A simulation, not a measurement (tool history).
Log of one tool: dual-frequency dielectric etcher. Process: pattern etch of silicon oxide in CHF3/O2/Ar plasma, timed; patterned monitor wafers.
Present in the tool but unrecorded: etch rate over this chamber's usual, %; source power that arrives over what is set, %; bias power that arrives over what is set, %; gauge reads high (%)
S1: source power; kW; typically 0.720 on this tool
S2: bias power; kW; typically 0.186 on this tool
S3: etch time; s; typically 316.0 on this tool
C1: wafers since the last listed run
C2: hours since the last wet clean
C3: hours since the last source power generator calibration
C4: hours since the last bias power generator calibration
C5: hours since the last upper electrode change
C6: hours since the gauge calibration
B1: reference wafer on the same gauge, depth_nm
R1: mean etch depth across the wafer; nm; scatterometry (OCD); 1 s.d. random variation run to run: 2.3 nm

Run 1, hour 0.0: usual settings; C1 0; C2 37.5; C3 1392.8; C4 3890.4; C5 5353.5; C6 796.9; B1 741.5. Result: R1 667.4 nm.
Run 2, hour 47.1: usual settings but S1 0.790 kW; C1 207; C2 84.6; C3 1439.9; C4 3937.5; C5 5400.6; C6 844.0; B1 740.9. Result: R1 686.0 nm.
Run 3, hour 77.7: usual settings but S1 0.790 kW; C1 134; C2 115.2; C3 1470.5; C4 3968.1; C5 5431.2; C6 874.6; B1 741.2. Result: R1 689.4 nm.
At hour 122.9: source power generator calibrated.
Run 4, hour 129.4: usual settings; C1 209; C2 166.9; C3 6.5; C4 4019.8; C5 5482.9; C6 926.3; B1 740.1. Result: R1 673.7 nm.
Run 5, hour 158.7: usual settings but S2 0.219 kW; C1 128; C2 196.2; C3 35.8; C4 4049.1; C5 5512.2; C6 955.6; B1 741.0. Result: R1 740.7 nm.
At hour 214.9: upper electrode replaced.
Run 6, hour 219.8: usual settings but S2 0.219 kW; C1 163; C2 257.3; C3 96.9; C4 4110.2; C5 4.9; C6 1016.7; B1 740.9. Result: R1 740.1 nm.
Run 7, hour 257.6: usual settings but S2 0.219 kW; C1 166; C2 295.1; C3 134.7; C4 4148.0; C5 42.7; C6 1054.5; B1 740.7. Result: R1 737.4 nm.
Run 8, hour 312.6: usual settings but S1 0.610 kW; C1 241; C2 350.1; C3 189.7; C4 4203.0; C5 97.7; C6 1109.5; B1 741.1. Result: R1 644.1 nm.
Run 9, hour 346.5: usual settings but S1 0.820 kW, S2 0.169 kW, S3 241.0 s; C1 149; C2 384.0; C3 223.6; C4 4236.9; C5 131.6; C6 1143.4; B1 741.2. Result: R1 513.7 nm.
Run 10, hour 398.6: usual settings but S2 0.215 kW, S3 231.5 s; C1 229; C2 436.1; C3 275.7; C4 4289.0; C5 183.7; C6 1195.5; B1 742.0. Result: R1 536.6 nm.
Run 11, hour 439.5: usual settings; C1 179; C2 477.0; C3 316.6; C4 4329.9; C5 224.6; C6 1236.4; B1 741.0. Result: R1 681.8 nm.
At hour 494.9: wet clean of the chamber.
Run 12, hour 495.4: usual settings but S1 0.810 kW, S3 386.0 s; C1 140; C2 0.5; C3 372.5; C4 4385.8; C5 280.5; C6 1292.3; B1 740.4. Result: R1 852.1 nm.
Run 13, hour 545.6: usual settings but S1 0.770 kW, S2 0.156 kW; C1 220; C2 50.7; C3 422.7; C4 4436.0; C5 330.7; C6 1342.5; B1 741.5. Result: R1 626.8 nm.
At hour 597.6: bias power generator calibrated.
Run 14, hour 607.5: usual settings but S1 0.890 kW, S2 0.213 kW, S3 386.0 s; C1 254; C2 112.6; C3 484.6; C4 9.9; C5 392.6; C6 1404.4; B1 740.0. Result: R1 947.5 nm.
Run 15, hour 656.4: usual settings but S3 399.0 s; C1 214; C2 161.5; C3 533.5; C4 58.8; C5 441.5; C6 1453.3; B1 741.6. Result: R1 854.4 nm.
At hour 660.4: gauge calibrated.
Run 16, hour 699.6: usual settings; C1 189; C2 204.7; C3 576.7; C4 102.0; C5 484.7; C6 39.2; B1 741.9. Result: R1 673.7 nm.
Run 17, hour 759.4: usual settings; C1 262; C2 264.5; C3 636.5; C4 161.8; C5 544.5; C6 99.0; B1 740.2. Result: R1 677.3 nm.
Run 18, hour 819.2: usual settings; C1 262; C2 324.3; C3 696.3; C4 221.6; C5 604.3; C6 158.8; B1 741.2. Result: R1 676.2 nm.
Run 19, hour 849.5: usual settings but S2 0.158 kW, S3 393.0 s; C1 133; C2 354.6; C3 726.6; C4 251.9; C5 634.6; C6 189.1; B1 740.9. Result: R1 772.4 nm.
Run 20, hour 887.1: usual settings but S1 0.610 kW; C1 165; C2 392.2; C3 764.2; C4 289.5; C5 672.2; C6 226.7; B1 740.9. Result: R1 643.6 nm.
Run 21, hour 926.1: usual settings but S1 0.560 kW, S2 0.208 kW, S3 390.0 s; C1 171; C2 431.2; C3 803.2; C4 328.5; C5 711.2; C6 265.7; B1 740.8. Result: R1 815.5 nm.
Run 22, hour 950.4: usual settings but S2 0.159 kW, S3 347.0 s; C1 106; C2 455.5; C3 827.5; C4 352.8; C5 735.5; C6 290.0; B1 741.0. Result: R1 685.5 nm.
Run 23, hour 982.1: usual settings; C1 139; C2 487.2; C3 859.2; C4 384.5; C5 767.2; C6 321.7; B1 741.4. Result: R1 679.4 nm.
Run 24, hour 1031.2: usual settings but S1 0.800 kW, S2 0.229 kW, S3 385.5 s; C1 215; C2 536.3; C3 908.3; C4 433.6; C5 816.3; C6 370.8; B1 741.3. Result: R1 960.3 nm.
At hour 1068.1: wet clean of the chamber.
Run 25, hour 1087.3: usual settings; C1 141; C2 19.2; C3 964.4; C4 489.7; C5 872.4; C6 426.9; B1 740.9. Result: R1 665.3 nm.
Run 26, hour 1155.9: usual settings; C1 301; C2 87.8; C3 1033.0; C4 558.3; C5 941.0; C6 495.5; B1 741.2. Result: R1 665.9 nm.
Run 27, hour 1194.4: usual settings but S1 0.890 kW, S3 232.5 s; C1 169; C2 126.3; C3 1071.5; C4 596.8; C5 979.5; C6 534.0; B1 741.2. Result: R1 530.7 nm.
Run 28, hour 1241.8: usual settings but S1 0.580 kW, S3 224.5 s; C1 208; C2 173.7; C3 1118.9; C4 644.2; C5 1026.9; C6 581.4; B1 741.1. Result: R1 441.2 nm.
Run 29, hour 1288.3: usual settings but S1 0.870 kW; C1 204; C2 220.2; C3 1165.4; C4 690.7; C5 1073.4; C6 627.9; B1 740.2. Result: R1 713.7 nm.
Run 30, hour 1351.8: usual settings but S1 0.590 kW, S3 258.5 s; C1 279; C2 283.7; C3 1228.9; C4 754.2; C5 1136.9; C6 691.4; B1 740.8. Result: R1 516.3 nm.

Exercise: give the hidden state of the tool at every run:
bias power that arrives over what is set, %: 0 in every run
gauge reads high (%): 0 in every run
H1: etch rate over this chamber's usual, %
H2: source power that arrives over what is set, %
run       H1       H2
  1   0.0916    -3.37
  2    0.235    -3.58
  3    0.327    -3.73
  4    0.484     0.43
  5    0.573    0.428
  6    0.759    0.415
  7    0.873    0.401
  8     1.04    0.373
  9     1.14     0.35
 10      1.3    0.309
 11     1.43     0.27
 12   0.0173    0.209
 13     0.17    0.145
 14    0.357    0.056
 15    0.506  -0.0232
 16    0.637  -0.0996
 17    0.818   -0.215
 18        1   -0.342
 19     1.09   -0.411
 20     1.21     -0.5
 21     1.32   -0.597
 22      1.4    -0.66
 23     1.49   -0.745
 24     1.64   -0.884
 25   -0.303    -1.05
 26  -0.0945    -1.27
 27   0.0223     -1.4
 28    0.166    -1.56
 29    0.307    -1.73
 30      0.5    -1.97
